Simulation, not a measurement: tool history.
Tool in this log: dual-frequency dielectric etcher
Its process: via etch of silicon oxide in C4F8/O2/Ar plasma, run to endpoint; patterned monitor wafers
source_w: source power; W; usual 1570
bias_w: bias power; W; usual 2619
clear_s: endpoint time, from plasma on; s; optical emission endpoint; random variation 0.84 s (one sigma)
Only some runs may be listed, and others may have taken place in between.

run	hour	source_w	bias_w	wafers since the last listed run	hours since the last wet clean	hours since the last source power generator calibration	hours since the last bias power generator calibration	hours since the last upper electrode change	incoming incoming film thickness, nm	clear_s
1	0	1570	2619	0	580.5	3383.2	4141.1	3627.9	1284	258.7
2	30.3	1570	2619	168	610.8	3413.5	4171.4	3658.2	1285.2	258.1
3	43.1	1570	2619	71	623.6	3426.3	4184.2	3671	1290.7	260.2
4	57.6	1570	2619	80	638.1	3440.8	4198.7	3685.5	1286.6	257.7
5	69.9	1570	2619	68	650.4	3453.1	4211	3697.8	1300.4	261
6	85.7	1570	2619	87	666.2	3468.9	4226.8	3713.6	1292.9	257.6
7	99.6	1570	2619	77	680.1	3482.8	4240.7	3727.5	1282.2	256.4
8	123.9	1570	2619	135	704.4	3507.1	4265	3751.8	1288.5	256.5
# hour 159.4: wet clean of the chamber
# hour 161.3: source power generator calibrated
9	161.8	1570	2619	66	2.4	0.5	4302.9	3789.7	1289	276.3
10	162.2	1570	2619	2	2.8	0.9	4303.3	3790.1	1280.2	273.8
11	174	1410	2347	65	14.6	12.7	4315.1	3801.9	1289.9	291.6
12	205.5	1220	2348	175	46.1	44.2	4346.6	3833.4	1294.1	301.8
13	226.5	1910	3257	116	67.1	65.2	4367.6	3854.4	1288.2	246.4
# hour 277.2: upper electrode replaced
14	277.7	1570	2619	151	118.3	116.4	4418.8	0.5	1295.1	275.2
# hour 290.4: bias power generator calibrated
15	290.9	1570	2789	51	131.5	129.6	0.5	13.7	1279.4	265.8
16	311.1	1570	2619	112	151.7	149.8	20.7	33.9	1303.9	275.3
17	339.6	1920	2917	158	180.2	178.3	49.2	62.4	1279.6	248.9
18	366.2	1570	2358	148	206.8	204.9	75.8	89	1292.2	278.7
19	394.2	1570	2619	155	234.8	232.9	103.8	117	1290.8	271.4

The logged runs with the hidden state left out (each run's random variation unchanged):
The tool's hidden condition here consists of: etch rate over this chamber's usual, %; source power that arrives over what is set, %; bias power that arrives over what is set, %.
run	clear_s
1	271.9
2	271.9
3	274.3
4	272
5	275.8
6	272.4
7	271.4
8	272
9	273.8
10	271.4
11	289.3
12	300.2
13	245.4
14	275.2
15	266.1
16	276.1
17	250.1
18	280.6
19	273.8
